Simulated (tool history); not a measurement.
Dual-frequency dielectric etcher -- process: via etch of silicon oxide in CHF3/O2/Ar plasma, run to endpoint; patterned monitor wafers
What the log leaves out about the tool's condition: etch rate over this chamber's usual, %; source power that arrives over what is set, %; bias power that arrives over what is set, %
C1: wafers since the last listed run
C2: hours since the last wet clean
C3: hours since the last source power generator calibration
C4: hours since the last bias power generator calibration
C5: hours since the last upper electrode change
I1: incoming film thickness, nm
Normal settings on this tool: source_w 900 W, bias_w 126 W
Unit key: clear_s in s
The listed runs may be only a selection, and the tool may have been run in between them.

{"run": 1, "day": 0.0, "source_w": 990, "bias_w": 134, "C1": 0, "C2": 304.4, "C3": 4058.7, "C4": 3201, "C5": 4822, "I1": 722.5, "clear_s": 329.2}
{"run": 2, "day": 0.65, "source_w": 900, "bias_w": 126, "C1": 99, "C2": 320, "C3": 4074.3, "C4": 3216.6, "C5": 4837.6, "I1": 718.3, "clear_s": 340}
{"run": 3, "day": 1.062, "source_w": 900, "bias_w": 126, "C1": 63, "C2": 329.9, "C3": 4084.2, "C4": 3226.5, "C5": 4847.5, "I1": 715.3, "clear_s": 336.1}
{"run": 4, "day": 1.717, "source_w": 900, "bias_w": 126, "C1": 100, "C2": 345.6, "C3": 4099.9, "C4": 3242.2, "C5": 4863.2, "I1": 720.3, "clear_s": 340.7}
{"run": 5, "day": 2.675, "source_w": 760, "bias_w": 104, "C1": 147, "C2": 368.6, "C3": 4122.9, "C4": 3265.2, "C5": 4886.2, "I1": 719.1, "clear_s": 365.5}
{"run": 6, "day": 2.946, "source_w": 760, "bias_w": 104, "C1": 41, "C2": 375.1, "C3": 4129.4, "C4": 3271.7, "C5": 4892.7, "I1": 726.7, "clear_s": 370.1}
{"run": 7, "day": 3.271, "source_w": 760, "bias_w": 104, "C1": 49, "C2": 382.9, "C3": 4137.2, "C4": 3279.5, "C5": 4900.5, "I1": 726.2, "clear_s": 371.8}
{"day": 3.717, "done": "source power generator calibrated"}
{"run": 8, "day": 3.988, "source_w": 820, "bias_w": 137, "C1": 84, "C2": 400.1, "C3": 6.5, "C4": 3296.7, "C5": 4917.7, "I1": 721.2, "clear_s": 345.6}
{"run": 9, "day": 4.279, "source_w": 1060, "bias_w": 106, "C1": 44, "C2": 407.1, "C3": 13.5, "C4": 3303.7, "C5": 4924.7, "I1": 715.2, "clear_s": 337.8}
{"day": 4.992, "done": "bias power generator calibrated"}
{"day": 5.425, "done": "upper electrode replaced"}
{"day": 5.479, "done": "wet clean of the chamber"}
{"run": 10, "day": 5.5, "source_w": 690, "bias_w": 114, "C1": 87, "C2": 0.5, "C3": 42.8, "C4": 12.2, "C5": 1.8, "I1": 722.3, "clear_s": 355.6}
{"run": 11, "day": 5.742, "source_w": 900, "bias_w": 126, "C1": 37, "C2": 6.3, "C3": 48.6, "C4": 18, "C5": 7.6, "I1": 723.7, "clear_s": 328.2}
{"run": 12, "day": 6.271, "source_w": 1090, "bias_w": 146, "C1": 81, "C2": 19, "C3": 61.3, "C4": 30.7, "C5": 20.3, "I1": 721.3, "clear_s": 305.2}
{"run": 13, "day": 6.975, "source_w": 900, "bias_w": 126, "C1": 108, "C2": 35.9, "C3": 78.2, "C4": 47.6, "C5": 37.2, "I1": 719.2, "clear_s": 326.1}
{"run": 14, "day": 7.433, "source_w": 800, "bias_w": 148, "C1": 70, "C2": 46.9, "C3": 89.2, "C4": 58.6, "C5": 48.2, "I1": 715.1, "clear_s": 325.6}

Forecast each of these 4 alternatives for the next run:
{"run": "A", "day": 7.454, "source_w": 900, "bias_w": 126, "C1": 3, "C2": 47.4, "C3": 89.7, "C4": 59.1, "C5": 48.7, "I1": 723.2, "clear_s": "?"}
{"run": "B", "day": 7.454, "source_w": 1030, "bias_w": 126, "C1": 3, "C2": 47.4, "C3": 89.7, "C4": 59.1, "C5": 48.7, "I1": 723.2, "clear_s": "?"}
{"run": "C", "day": 7.454, "source_w": 1110, "bias_w": 116, "C1": 3, "C2": 47.4, "C3": 89.7, "C4": 59.1, "C5": 48.7, "I1": 723.2, "clear_s": "?"}
{"run": "D", "day": 7.454, "source_w": 900, "bias_w": 150, "C1": 3, "C2": 47.4, "C3": 89.7, "C4": 59.1, "C5": 48.7, "I1": 723.2, "clear_s": "?"}

run=A clear_s=330.4
run=B clear_s=319.4
run=C clear_s=317.6
run=D clear_s=320.1
Stripped of hidden state, with their random variation kept, the same runs would have yielded:
run=A clear_s=328.3
run=B clear_s=317.4
run=C clear_s=315.6
run=D clear_s=318.1

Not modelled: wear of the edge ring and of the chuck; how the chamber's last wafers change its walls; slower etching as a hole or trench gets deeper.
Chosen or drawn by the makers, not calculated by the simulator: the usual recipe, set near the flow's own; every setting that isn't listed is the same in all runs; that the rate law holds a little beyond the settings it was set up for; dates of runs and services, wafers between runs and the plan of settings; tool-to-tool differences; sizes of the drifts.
